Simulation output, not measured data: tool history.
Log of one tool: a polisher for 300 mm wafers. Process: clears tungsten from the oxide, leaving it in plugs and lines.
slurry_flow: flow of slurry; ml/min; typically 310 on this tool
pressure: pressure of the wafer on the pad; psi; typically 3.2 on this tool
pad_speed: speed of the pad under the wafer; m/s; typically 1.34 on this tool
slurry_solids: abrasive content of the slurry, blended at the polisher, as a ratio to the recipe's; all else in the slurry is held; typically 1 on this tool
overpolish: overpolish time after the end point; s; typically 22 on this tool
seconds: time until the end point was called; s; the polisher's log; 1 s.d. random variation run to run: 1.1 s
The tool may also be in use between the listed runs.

run	hour	slurry_flow	pressure	pad_speed	slurry_solids	overpolish	wafers since the last listed run	wafers polished on this pad	hours since the slurry nozzle was cleaned	hours since the head pressure was calibrated	hours since the slurry blender was calibrated	hours since the slurry got fresh peroxide	incoming thickness of the incoming film, nm	seconds
1	0	310	3.2	1.34	1	22	0	790	213.6	640.3	242.2	107.6	313.1	60.4
2	17.9	310	3.2	1.34	1	22	154	945	231.5	658.2	260.1	125.5	303	60
# hour 29: slurry tank refilled with fresh slurry and peroxide
3	30.9	310	3.2	1.34	1	13	103	1049	244.5	671.2	273.1	1.9	312.5	52.9
4	43.4	310	3.2	1.34	1	22	108	1157	257	683.7	285.6	14.4	309.9	53.5
# hour 54.3: worn pad replaced by a new one
5	59.9	310	3.2	0.88	0.75	22	108	48	273.5	700.2	302.1	30.9	316.3	97.1
6	75.6	310	3.2	1.34	1	22	135	184	289.2	715.9	317.8	46.6	307.7	56.3
7	82.2	310	3.2	1.34	1	22	57	241	295.8	722.5	324.4	53.2	303.8	56.1
8	96.8	310	3.2	1.34	1	22	126	367	310.4	737.1	339	67.8	313.1	57.3
9	106.8	240	3.2	1.34	1	22	86	454	320.4	747.1	349	77.8	310.5	60.8
# hour 110.2: slurry blender recalibrated
10	123.6	310	3.2	1.04	0.8	22	127	582	337.2	763.9	13.4	94.6	306	82.8
11	130.5	310	3.2	1.78	1	22	59	641	344.1	770.8	20.3	101.5	306.7	44.5
# hour 145.7: slurry nozzle cleaned
12	147.4	310	3.2	1.8	1	22	137	779	1.7	787.7	37.2	118.4	310.6	46.7
# hour 151.7: slurry tank refilled with fresh slurry and peroxide
13	164.3	410	3.2	0.98	1.25	33	137	916	18.6	804.6	54.1	12.6	311.5	68.5
14	174.7	310	3.2	1.34	1	22	89	1006	29	815	64.5	23	311.2	53.7
15	185.3	310	3.2	1.6	1	28	91	1098	39.6	825.6	75.1	33.6	305.2	47.4
16	201.3	310	3.2	1.34	1	22	138	1236	55.6	841.6	91.1	49.6	308.4	56.9
# hour 205.4: head pressure recalibrated
# hour 211.9: worn pad replaced by a new one
17	218.2	355	2.2	1.34	1	27	94	54	72.5	12.8	108	66.5	307.7	97
18	234.8	310	3.2	1.34	1	22	143	197	89.1	29.4	124.6	83.1	310.4	67.2
19	242.3	310	3.2	1.34	1	22	64	262	96.6	36.9	132.1	90.6	309.6	66.5
20	265.9	310	3.2	1.58	1	22	204	466	120.2	60.5	155.7	114.2	306.7	55.7
21	280.6	225	3.2	1.34	1	22	127	593	134.9	75.2	170.4	128.9	314.8	71.2
# hour 281.8: slurry tank refilled with fresh slurry and peroxide
22	296.6	310	2.6	1.34	1	29	129	723	150.9	91.2	186.4	14.8	310	70.3
23	314.1	375	3.5	1.34	0.75	22	151	874	168.4	108.7	203.9	32.3	308	59
24	322.8	310	3.2	1.34	1	22	75	950	177.1	117.4	212.6	41	308.6	59.5
25	335.1	225	3.2	1.34	0.85	18	106	1056	189.4	129.7	224.9	53.3	310.2	65.3
26	341.1	365	2.5	1.34	1.15	15	51	1108	195.4	135.7	230.9	59.3	311.2	75.9

How the hidden state differs across the entries between the runs, from the last listed run before each to the first after it:
After run 2, before run 3: slurry tank refilled with fresh slurry and peroxide (hour 29)
  deviation of the head's pressure from its setpoint, %: 13.2 -> 13.3; peroxide lost from the slurry, %: 38.5 -> 5.36
  measured value less the no-hidden-state value, seconds: +4.3 -> -5.8 s
After run 4, before run 5: worn pad replaced by a new one (hour 54.3)
  deviation of the head's pressure from its setpoint, %: 13.3 -> 13.4; peroxide lost from the slurry, %: 14.1 -> 22.5
  measured value less the no-hidden-state value, seconds: -3.6 -> -2.5 s
After run 9, before run 10: slurry blender recalibrated (hour 110.2)
  peroxide lost from the slurry, %: 34.5 -> 36.5
  measured value less the no-hidden-state value, seconds: +2.5 -> +4.5 s
After run 11, before run 12: slurry nozzle cleaned (hour 145.7)
  deviation of the head's pressure from its setpoint, %: 13.6 -> 13.7; peroxide lost from the slurry, %: 37.1 -> 38.3
  measured value less the no-hidden-state value, seconds: +2.6 -> +3 s
After run 12, before run 13: slurry tank refilled with fresh slurry and peroxide (hour 151.7)
  peroxide lost from the slurry, %: 38.3 -> 12.9
  measured value less the no-hidden-state value, seconds: +3 -> -5.3 s
After run 16, before run 17: head pressure recalibrated (hour 205.4); worn pad replaced by a new one (hour 211.9)
  deviation of the head's pressure from its setpoint, %: 13.8 -> 0.676; peroxide lost from the slurry, %: 28.7 -> 32.5
  measured value less the no-hidden-state value, seconds: +0.3 -> +13.6 s
After run 21, before run 22: slurry tank refilled with fresh slurry and peroxide (hour 281.8)
  deviation of the head's pressure from its setpoint, %: 3.15 -> 3.7; peroxide lost from the slurry, %: 38.7 -> 11.1
  measured value less the no-hidden-state value, seconds: +11 -> +0.6 s
